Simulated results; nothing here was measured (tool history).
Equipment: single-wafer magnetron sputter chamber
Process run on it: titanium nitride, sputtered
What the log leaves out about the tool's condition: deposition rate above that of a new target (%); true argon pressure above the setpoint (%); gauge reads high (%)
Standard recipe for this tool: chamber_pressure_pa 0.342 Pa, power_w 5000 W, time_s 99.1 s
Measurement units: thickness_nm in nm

run    hour  chamber_pressure_pa  power_w  time_s  wafers since the last listed run  wafers on the sputter target  hours since the last manometer calibration  hours since the magnet pack was replaced  hours since the gauge calibration  read-back reference wafer on the same gauge, thickness_nm  thickness_nm
  1       0                0.342     5000    99.1                                 0                           332                                       610.8                                   10948.2                              344.4                                                     86.098        87.198
  2    45.9                0.342     5000    99.1                               888                          1221                                       656.7                                   10994.1                              390.3                                                     86.133         86.38
  3    81.9                0.342     5000    99.1                               697                          1918                                       692.7                                   11030.1                              426.3                                                     86.127        86.864
  4   151.8                0.372     5000    99.1                              1353                          3272                                       762.6                                     11100                              496.2                                                     86.093        85.455
  5   205.9                0.372     5000    99.1                              1047                          4319                                       816.7                                   11154.1                              550.3                                                     86.167        85.364
  6   253.7                0.372     5000    99.1                               925                          5245                                       864.5                                   11201.9                              598.1                                                     86.107        85.474
  7   325.8                0.342     4000    99.1                              1396                          6641                                       936.6                                     11274                              670.2                                                     86.119        68.413
  8   353.6                0.342     4000    99.1                               538                          7179                                       964.4                                   11301.8                                698                                                     86.204        68.141
  9   396.1                0.278     5000    84.6                               822                          8002                                      1006.9                                   11344.3                              740.5                                                     86.085        74.046
 10   455.4                0.342     5000    99.1                              1148                          9151                                      1066.2                                   11403.6                              799.8                                                     86.118        83.984
      493.2  -- sputter target and shields replaced
 11   516.6                0.342     4500    94.4                              1030                           453                                      1127.4                                   11464.8                                861                                                     86.104        75.027
      527.4  -- capacitance manometer re-zeroed and calibrated
      552.4  -- gauge calibrated
 12     560                0.342     5000    99.1                               685                          1139                                        32.6                                   11508.2                                7.6                                                     86.118        86.981
 13   655.1                0.342     5000    99.1                              1841                          2980                                       127.7                                   11603.3                              102.7                                                     86.058         86.83
 14   696.5                0.342     5000    99.1                               801                          3782                                       169.1                                   11644.7                              144.1                                                     86.096        86.598
 15   751.2                 0.47     5000    99.1                              1059                          4841                                       223.8                                   11699.4                              198.8                                                     86.041        82.195
 16   813.3                0.342     5000    99.1                              1202                          6043                                       285.9                                   11761.5                              260.9                                                     86.044        85.259
 17   848.7                0.342     5000    99.1                               685                          6729                                       321.3                                   11796.9                              296.3                                                     86.159        85.722
 18   918.6                0.342     5000    99.1                              1353                          8083                                       391.2                                   11866.8                              366.2                                                     86.131        84.414
 19   950.5                0.342     4650    99.1                               617                          8700                                       423.1                                   11898.7                              398.1                                                     86.034        78.195
      984.5  -- sputter target and shields replaced
 20    1012                0.229     5750      80                              1035                           532                                       484.6                                   11960.2                              459.6                                                     86.203        84.011
     1057.4  -- magnet pack replaced
 21  1080.6                0.342     5000    99.1                              1173                          1705                                       553.2                                      23.2                              528.2                                                     86.076        86.955
 22  1112.2                0.466     5600    99.1                               611                          2317                                       584.8                                      54.8                              559.8                                                     86.148        92.931
 23  1151.8                0.342     5000   104.4                               766                          3084                                       624.4                                      94.4                              599.4                                                     86.077        91.452
 24  1312.2                0.342     5950    86.9                              3106                          6190                                       784.8                                     254.8                              759.8                                                     86.127        89.132
     1330.1  -- gauge calibrated
 25  1368.9                0.268     3800    99.1                              1097                          7288                                       841.5                                     311.5                               38.8                                                     86.105         66.19
     1415.9  -- sputter target and shields replaced
 26  1423.7                0.342     3950   113.1                               906                           150                                       896.3                                     366.3                               93.6                                                     86.106        77.573
 27  1456.8                0.342     5500    99.1                               640                           791                                       929.4                                     399.4                              126.7                                                     86.135         95.13
 28  1501.3                0.342     4650    99.1                               861                          1653                                       973.9                                     443.9                              171.2                                                     86.004        80.201
     1522.9  -- capacitance manometer re-zeroed and calibrated
 29  1550.9                0.383     5000    85.1                               805                          2458                                          28                                     493.5                              220.8                                                     86.094        72.658

Pick out some run-to-run changes in thickness_nm. Of each, how much would a tool without hidden state show as well, from the settings, what came in and chance, and how much is left for the hidden state and any gauge scatter not in both results compared?
Run 10 -> 11: power_w 5000 -> 4500, time_s 99.1 -> 94.4, sputter target and shields replaced. thickness_nm -8.957 nm: hidden state +2.976, all else -11.933.
Run 19 -> 20: chamber_pressure_pa 0.342 -> 0.229, power_w 4650 -> 5750, time_s 99.1 -> 80, sputter target and shields replaced. thickness_nm +5.816 nm: hidden state +2.37, all else +3.446.
Run 24 -> 25: chamber_pressure_pa 0.342 -> 0.268, power_w 5950 -> 3800, time_s 86.9 -> 99.1, gauge calibrated. thickness_nm -22.942 nm: hidden state +0.003, all else -22.945.
Run 26 -> 27: power_w 3950 -> 5500, time_s 113.1 -> 99.1. thickness_nm +17.557 nm: hidden state -0.072, all else +17.629.

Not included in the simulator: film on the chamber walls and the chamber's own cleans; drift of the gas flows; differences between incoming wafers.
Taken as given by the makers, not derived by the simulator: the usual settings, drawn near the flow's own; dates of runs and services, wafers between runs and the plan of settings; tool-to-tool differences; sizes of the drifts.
